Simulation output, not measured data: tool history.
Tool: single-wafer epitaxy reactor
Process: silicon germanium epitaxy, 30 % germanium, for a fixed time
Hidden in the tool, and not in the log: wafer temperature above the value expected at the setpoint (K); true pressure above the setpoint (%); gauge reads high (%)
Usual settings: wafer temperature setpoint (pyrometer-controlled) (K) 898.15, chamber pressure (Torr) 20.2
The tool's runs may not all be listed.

run	hour	wafer temperature setpoint (pyrometer-controlled) (K)	chamber pressure (Torr)	wafers since the last listed run	hours since the last pyrometer calibration	hours since the last manometer calibration	hours since the showerhead was replaced	hours since the gauge calibration	read-back reference wafer on the same gauge, thickness_nm	mean film thickness on the monitor wafer (nm)
1	0.0	898.15	20.2	0	1161.3	633.8	2943.7	2908.3	69.664	82.628
2	45.7	898.15	20.2	862	1207.0	679.5	2989.4	2954.0	69.607	82.872
3	143.8	898.15	20.2	1851	1305.1	777.6	3087.5	3052.1	69.571	83.136
4	185.7	898.15	20.2	790	1347.0	819.5	3129.4	3094.0	69.606	82.454
5	284.4	898.15	20.2	1863	1445.7	918.2	3228.1	3192.7	69.653	82.249
6	378.7	898.15	20.2	1780	1540.0	1012.5	3322.4	3287.0	69.596	81.791
7	415.8	898.15	20.2	700	1577.1	1049.6	3359.5	3324.1	69.602	81.841
8	514.6	898.15	20.2	1865	1675.9	1148.4	3458.3	3422.9	69.597	81.913
9	582.5	898.15	20.2	1281	1743.8	1216.3	3526.2	3490.8	69.616	81.091
10	672.2	898.15	20.2	1693	1833.5	1306.0	3615.9	3580.5	69.596	81.975
11	717.0	909.15	16.1	845	1878.3	1350.8	3660.7	3625.3	69.600	88.009
12	824.4	905.15	22.9	2027	1985.7	1458.2	3768.1	3732.7	69.619	94.045
13	930.0	905.15	22.6	1993	2091.3	1563.8	3873.7	3838.3	69.619	94.073
# hour 986.6: showerhead replaced
14	987.1	908.15	24.8	926	2148.4	1620.9	0.5	3895.4	69.528	100.907
# hour 1073.1: capacitance manometer re-zeroed and calibrated
15	1073.6	898.15	20.2	1481	2234.9	0.5	87.0	3981.9	69.590	83.008
16	1129.5	902.15	15.5	1055	2290.8	56.4	142.9	4037.8	69.555	79.091
17	1198.6	892.15	22.5	1304	2359.9	125.5	212.0	4106.9	69.620	78.440
18	1299.3	884.15	18.3	1900	2460.6	226.2	312.7	4207.6	69.566	64.269
# hour 1318.7: gauge calibrated
19	1390.9	898.15	20.2	1729	2552.2	317.8	404.3	72.2	69.580	82.760
20	1456.3	888.15	24.4	1234	2617.6	383.2	469.7	137.6	69.658	76.329
21	1518.4	888.15	24.6	1172	2679.7	445.3	531.8	199.7	69.661	76.898
# hour 1766.5: pyrometer calibrated
22	1797.1	892.15	20.2	5110	30.6	724.0	810.5	478.4	69.560	78.588
23	1837.2	883.15	16.7	756	70.7	764.1	850.6	518.5	69.565	62.818
24	1942.8	888.15	18.8	1993	176.3	869.7	956.2	624.1	69.560	70.654
25	1988.8	898.15	25.0	868	222.3	915.7	1002.2	670.1	69.606	91.679
26	2049.0	887.15	20.2	1136	282.5	975.9	1062.4	730.3	69.597	71.122
27	2120.2	905.15	22.6	1344	353.7	1047.1	1133.6	801.5	69.589	97.858
28	2197.1	904.15	22.7	1451	430.6	1124.0	1210.5	878.4	69.569	96.054
29	2249.2	898.15	20.2	983	482.7	1176.1	1262.6	930.5	69.644	83.117
30	2352.0	898.15	24.3	1940	585.5	1278.9	1365.4	1033.3	69.570	89.315
31	2399.2	898.15	20.2	891	632.7	1326.1	1412.6	1080.5	69.639	82.416
32	2495.4	906.15	22.8	1816	728.9	1422.3	1508.8	1176.7	69.596	97.606
33	2539.2	904.15	20.2	826	772.7	1466.1	1552.6	1220.5	69.538	89.737
34	2596.3	892.15	23.6	1077	829.8	1523.2	1609.7	1277.6	69.603	79.098

Measured less the same run without the tool's hidden state. The same run-to-run variation is in both; the gauge's scatter may not be:
run	mean film thickness on the monitor wafer (nm)
1	-2.653
2	-2.775
3	-3.032
4	-3.114
5	-3.361
6	-3.589
7	-3.691
8	-3.965
9	-4.115
10	-4.421
11	-4.818
12	-5.554
13	-5.946
14	-6.589
15	-2.977
16	-2.839
17	-2.918
18	-2.489
19	-3.182
20	-3.053
21	-3.133
22	-0.035
23	-0.201
24	-0.721
25	-1.192
26	-1.210
27	-2.047
28	-2.451
29	-2.393
30	-3.105
31	-3.088
32	-4.153
33	-4.049
34	-3.882
